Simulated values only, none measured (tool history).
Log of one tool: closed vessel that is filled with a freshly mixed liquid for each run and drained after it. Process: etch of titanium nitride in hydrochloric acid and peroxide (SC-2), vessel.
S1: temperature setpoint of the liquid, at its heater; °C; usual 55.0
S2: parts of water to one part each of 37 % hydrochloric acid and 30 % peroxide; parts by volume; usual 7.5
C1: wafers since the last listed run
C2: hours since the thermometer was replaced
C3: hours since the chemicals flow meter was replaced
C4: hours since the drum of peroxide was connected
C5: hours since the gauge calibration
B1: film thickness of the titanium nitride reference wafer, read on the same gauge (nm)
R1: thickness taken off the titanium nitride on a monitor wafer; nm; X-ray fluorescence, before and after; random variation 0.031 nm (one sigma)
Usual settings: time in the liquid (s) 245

Run 1, day 0.000: usual settings; C1 0; C2 786.2; C3 336.6; C4 563.9; C5 647.8; B1 140.01. Result: R1 10.41 nm.
Run 2, day 1.121: usual settings; C1 2363; C2 813.1; C3 363.5; C4 590.8; C5 674.7; B1 140.00. Result: R1 10.33 nm.
Run 3, day 1.929: usual settings but S1 51.5 °C, time in the liquid (s) 150; C1 1704; C2 832.5; C3 382.9; C4 610.2; C5 694.1; B1 140.03. Result: R1 5.09 nm.
Run 4, day 3.246: usual settings but S1 51.5 °C, time in the liquid (s) 150; C1 2776; C2 864.1; C3 414.5; C4 641.8; C5 725.7; B1 139.96. Result: R1 5.10 nm.
Run 5, day 3.871: usual settings but S1 51.5 °C, time in the liquid (s) 150; C1 1318; C2 879.1; C3 429.5; C4 656.8; C5 740.7; B1 139.97. Result: R1 5.08 nm.
Run 6, day 4.838: usual settings; C1 2038; C2 902.3; C3 452.7; C4 680.0; C5 763.9; B1 140.00. Result: R1 10.35 nm.
Run 7, day 5.812: usual settings but S2 8.5 parts by volume; C1 2056; C2 925.7; C3 476.1; C4 703.4; C5 787.3; B1 140.02. Result: R1 9.41 nm.
Run 8, day 7.096: usual settings but S2 9.0 parts by volume, time in the liquid (s) 170; C1 2706; C2 956.5; C3 506.9; C4 734.2; C5 818.1; B1 140.00. Result: R1 6.25 nm.
At day 7.500: gauge calibrated.
Run 9, day 8.229: usual settings but S2 9.0 parts by volume, time in the liquid (s) 170; C1 2390; C2 983.7; C3 534.1; C4 761.4; C5 17.5; B1 139.94. Result: R1 6.24 nm.
Run 10, day 9.671: usual settings; C1 3040; C2 1018.3; C3 568.7; C4 796.0; C5 52.1; B1 140.03. Result: R1 10.49 nm.
Run 11, day 10.508: usual settings; C1 1766; C2 1038.4; C3 588.8; C4 816.1; C5 72.2; B1 139.94. Result: R1 10.42 nm.
Run 12, day 11.342: usual settings; C1 1757; C2 1058.4; C3 608.8; C4 836.1; C5 92.2; B1 140.04. Result: R1 10.47 nm.
Run 13, day 12.471: usual settings but S1 60.0 °C, time in the liquid (s) 205; C1 2381; C2 1085.5; C3 635.9; C4 863.2; C5 119.3; B1 139.98. Result: R1 12.09 nm.
At day 12.992: new drum of peroxide connected.
Run 14, day 13.883: usual settings; C1 2890; C2 1119.4; C3 669.8; C4 21.4; C5 153.2; B1 140.00. Result: R1 10.49 nm.
Run 15, day 14.612: usual settings but S1 61.0 °C, S2 5.0 parts by volume; C1 1537; C2 1136.9; C3 687.3; C4 38.9; C5 170.7; B1 139.97. Result: R1 20.92 nm.
Run 16, day 15.308: usual settings; C1 1467; C2 1153.6; C3 704.0; C4 55.6; C5 187.4; B1 140.00. Result: R1 10.48 nm.
Run 17, day 16.350: usual settings but S2 5.0 parts by volume, time in the liquid (s) 100; C1 2196; C2 1178.6; C3 729.0; C4 80.6; C5 212.4; B1 140.02. Result: R1 5.83 nm.

The next listed run, before its measurement:
Run 18, day 16.979: usual settings; C1 1326; C2 1193.7; C3 744.1; C4 95.7; C5 227.5; B1 ?. Result: R1 ?.

Run 18 gave B1 140.03, R1 10.55 nm.
Without the tool's hidden state the same run would have given R1 10.15 nm.
